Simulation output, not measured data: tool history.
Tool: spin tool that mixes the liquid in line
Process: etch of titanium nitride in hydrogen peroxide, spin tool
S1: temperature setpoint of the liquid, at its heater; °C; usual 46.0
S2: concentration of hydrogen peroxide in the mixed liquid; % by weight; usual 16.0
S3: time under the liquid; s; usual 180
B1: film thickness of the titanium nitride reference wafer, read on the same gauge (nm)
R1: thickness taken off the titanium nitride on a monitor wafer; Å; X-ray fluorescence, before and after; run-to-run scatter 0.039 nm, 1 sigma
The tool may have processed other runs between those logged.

{"run": 1, "day": 0.0, "S1": 46.0, "S2": 16.0, "S3": 180, "B1": 48.808, "R1": 44.75}
{"run": 2, "day": 2.829, "S1": 46.0, "S2": 13.0, "S3": 180, "B1": 48.586, "R1": 42.34}
{"run": 3, "day": 5.392, "S1": 46.0, "S2": 16.0, "S3": 180, "B1": 48.394, "R1": 44.71}
{"day": 6.338, "done": "new drum of peroxide connected"}
{"run": 4, "day": 7.875, "S1": 46.0, "S2": 16.0, "S3": 180, "B1": 48.191, "R1": 44.74}
{"run": 5, "day": 9.583, "S1": 42.0, "S2": 12.0, "S3": 90, "B1": 48.122, "R1": 15.48}
{"run": 6, "day": 11.725, "S1": 40.0, "S2": 16.0, "S3": 180, "B1": 47.997, "R1": 28.06}
{"run": 7, "day": 13.425, "S1": 46.0, "S2": 16.0, "S3": 250, "B1": 47.873, "R1": 62.5}
{"day": 13.529, "done": "heated supply line repaired"}
{"run": 8, "day": 14.496, "S1": 50.0, "S2": 13.5, "S3": 140, "B1": 47.795, "R1": 44.27}
{"run": 9, "day": 16.7, "S1": 53.0, "S2": 12.0, "S3": 180, "B1": 47.709, "R1": 68.61}
{"run": 10, "day": 19.129, "S1": 36.5, "S2": 13.0, "S3": 290, "B1": 47.585, "R1": 32.53}
{"run": 11, "day": 20.467, "S1": 53.5, "S2": 18.5, "S3": 110, "B1": 47.501, "R1": 46.73}
{"run": 12, "day": 22.804, "S1": 46.0, "S2": 16.0, "S3": 180, "B1": 47.416, "R1": 44.43}
{"run": 13, "day": 24.1, "S1": 46.0, "S2": 16.0, "S3": 280, "B1": 47.343, "R1": 68.04}
{"run": 14, "day": 26.758, "S1": 49.5, "S2": 20.5, "S3": 95, "B1": 47.25, "R1": 30.87}
{"day": 27.221, "done": "new drum of peroxide connected"}
{"run": 15, "day": 28.538, "S1": 54.0, "S2": 20.0, "S3": 180, "B1": 47.178, "R1": 80.2}
{"run": 16, "day": 31.167, "S1": 42.5, "S2": 16.0, "S3": 180, "B1": 47.077, "R1": 33.75}
{"run": 17, "day": 32.65, "S1": 50.0, "S2": 14.0, "S3": 80, "B1": 47.028, "R1": 25.15}
{"day": 34.346, "done": "peroxide flow meter replaced"}
{"run": 18, "day": 34.812, "S1": 46.0, "S2": 16.0, "S3": 180, "B1": 46.974, "R1": 43.55}
{"run": 19, "day": 37.521, "S1": 46.0, "S2": 20.5, "S3": 270, "B1": 46.891, "R1": 67.99}
{"run": 20, "day": 39.688, "S1": 46.0, "S2": 16.0, "S3": 180, "B1": 46.848, "R1": 42.71}
{"run": 21, "day": 41.504, "S1": 46.0, "S2": 16.0, "S3": 120, "B1": 46.808, "R1": 28.9}
{"run": 22, "day": 42.75, "S1": 50.5, "S2": 16.0, "S3": 95, "B1": 46.754, "R1": 31.44}
{"run": 23, "day": 44.771, "S1": 54.5, "S2": 18.0, "S3": 180, "B1": 46.699, "R1": 80.88}
{"run": 24, "day": 46.975, "S1": 38.0, "S2": 16.0, "S3": 265, "B1": 46.66, "R1": 34.86}

Alternative continuations, all from the tool just after run 24; predict every row:
{"run": "A", "day": 46.996, "S1": 46.0, "S2": 16.0, "S3": 180, "B1": "?", "R1": "?"}
{"run": "B", "day": 46.996, "S1": 52.0, "S2": 19.5, "S3": 150, "B1": "?", "R1": "?"}
{"run": "C", "day": 46.996, "S1": 40.5, "S2": 16.0, "S3": 105, "B1": "?", "R1": "?"}
{"run": "D", "day": 46.996, "S1": 46.0, "S2": 16.0, "S3": 220, "B1": "?", "R1": "?"}
{"run": "E", "day": 46.996, "S1": 55.5, "S2": 14.0, "S3": 135, "B1": "?", "R1": "?"}

run=A B1=46.675 R1=42.80
run=B B1=46.675 R1=57.54
run=C B1=46.675 R1=16.50
run=D B1=46.675 R1=52.31
run=E B1=46.675 R1=61.80
Stripped of hidden state, with their random variation kept, the same runs would have yielded:
run=A R1=45.86
run=B R1=61.65
run=C R1=17.67
run=D R1=56.05
run=E R1=66.22

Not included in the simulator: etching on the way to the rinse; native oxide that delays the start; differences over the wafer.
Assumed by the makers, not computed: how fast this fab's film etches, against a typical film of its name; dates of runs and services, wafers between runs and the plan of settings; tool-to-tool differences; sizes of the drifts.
